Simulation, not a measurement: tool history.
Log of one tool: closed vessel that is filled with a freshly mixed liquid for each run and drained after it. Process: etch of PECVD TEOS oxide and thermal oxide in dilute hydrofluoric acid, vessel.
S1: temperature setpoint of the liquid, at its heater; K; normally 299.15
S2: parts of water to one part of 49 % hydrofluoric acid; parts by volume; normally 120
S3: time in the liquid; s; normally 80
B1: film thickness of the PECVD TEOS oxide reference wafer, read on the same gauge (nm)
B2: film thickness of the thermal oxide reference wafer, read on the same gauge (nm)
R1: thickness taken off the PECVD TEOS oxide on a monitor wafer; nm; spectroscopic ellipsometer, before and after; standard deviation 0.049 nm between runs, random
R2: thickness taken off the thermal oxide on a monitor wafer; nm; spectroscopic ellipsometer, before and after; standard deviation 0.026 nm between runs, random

| run | hour | S1 | S2 | S3 | B1 | B2 | R1 | R2 |
|---|---|---|---|---|---|---|---|---|
| 1 | 0 | 299.15 | 120 | 80 | 30.02 | 39.999 | 8.59 | 3.186 |
| 2 | 54.5 | 299.15 | 120 | 80 | 29.97 | 39.988 | 8.66 | 3.163 |
| 3 | 90.5 | 299.15 | 120 | 70 | 29.99 | 40.004 | 7.49 | 2.781 |
| 4 | 139.8 | 299.15 | 120 | 70 | 30.03 | 40.04 | 7.53 | 2.782 |
|  | 189 | hydrofluoric acid flow meter replaced |
| 5 | 208 | 299.15 | 120 | 80 | 29.99 | 40.008 | 9.1 | 3.322 |
| 6 | 275.6 | 297.15 | 120 | 120 | 29.99 | 40 | 12.54 | 4.599 |
| 7 | 374.3 | 299.15 | 120 | 80 | 29.99 | 40.009 | 8.89 | 3.246 |
| 8 | 420.4 | 302.65 | 80 | 40 | 30.02 | 40.02 | 8.14 | 2.957 |
| 9 | 506.7 | 296.15 | 120 | 100 | 30.01 | 39.995 | 10 | 3.698 |
| 10 | 589.9 | 299.15 | 85 | 80 | 29.97 | 39.983 | 13.21 | 4.892 |
| 11 | 687.6 | 299.15 | 90 | 120 | 29.99 | 39.976 | 18.54 | 6.803 |
| 12 | 768.6 | 302.65 | 140 | 40 | 30.02 | 40.008 | 4.2 | 1.546 |
| 13 | 833.4 | 299.15 | 120 | 80 | 29.98 | 40.002 | 8.82 | 3.225 |
| 14 | 920.5 | 302.15 | 120 | 80 | 29.96 | 40.022 | 9.91 | 3.613 |
| 15 | 1010.7 | 299.15 | 120 | 105 | 29.97 | 39.988 | 11.44 | 4.203 |
| 16 | 1205.6 | 297.65 | 70 | 60 | 30 | 40.04 | 11.13 | 4.085 |
| 17 | 1254.7 | 294.15 | 70 | 60 | 29.99 | 40.006 | 9.74 | 3.56 |
| 18 | 1293.7 | 303.65 | 120 | 95 | 29.98 | 39.997 | 12.02 | 4.502 |
| 19 | 1331.1 | 299.15 | 120 | 80 | 30.01 | 39.974 | 8.57 | 3.167 |
| 20 | 1379 | 299.15 | 120 | 60 | 29.98 | 39.987 | 6.41 | 2.417 |
| 21 | 1451.7 | 299.15 | 170 | 55 | 30 | 40.029 | 3.89 | 1.425 |
| 22 | 1519.3 | 299.15 | 140 | 55 | 29.98 | 40.002 | 4.92 | 1.828 |
|  | 1556.6 | hydrofluoric acid flow meter replaced |
| 23 | 1619.4 | 301.65 | 145 | 80 | 30.01 | 40.009 | 7.98 | 2.932 |
| 24 | 1741.2 | 301.15 | 120 | 120 | 30 | 40.016 | 14.69 | 5.414 |
| 25 | 1819.8 | 295.15 | 60 | 95 | 30 | 39.995 | 19.48 | 7.137 |

5 options for the next run, each taken on its own from the tool as it stands now. Forecast them:
| A | 1820.5 | 299.15 | 120 | 80 | ? | ? | ? | ? |
| B | 1820.5 | 295.65 | 80 | 80 | ? | ? | ? | ? |
| C | 1820.5 | 300.65 | 70 | 65 | ? | ? | ? | ? |
| D | 1820.5 | 295.65 | 75 | 130 | ? | ? | ? | ? |
| E | 1820.5 | 304.15 | 145 | 45 | ? | ? | ? | ? |

| run | B1 | B2 | R1 | R2 |
|---|---|---|---|---|
| A | 30 | 40.011 | 8.99 | 3.28 |
| B | 30 | 40.011 | 12.34 | 4.504 |
| C | 30 | 40.011 | 14.19 | 5.177 |
| D | 30 | 40.011 | 21.53 | 7.857 |
| E | 30 | 40.011 | 4.87 | 1.777 |
With no hidden state in the tool, these same runs would have given:
| run | R1 | R2 |
|---|---|---|
| A | 9.16 | 3.343 |
| B | 12.57 | 4.587 |
| C | 14.45 | 5.272 |
| D | 21.92 | 8 |
| E | 4.97 | 1.813 |
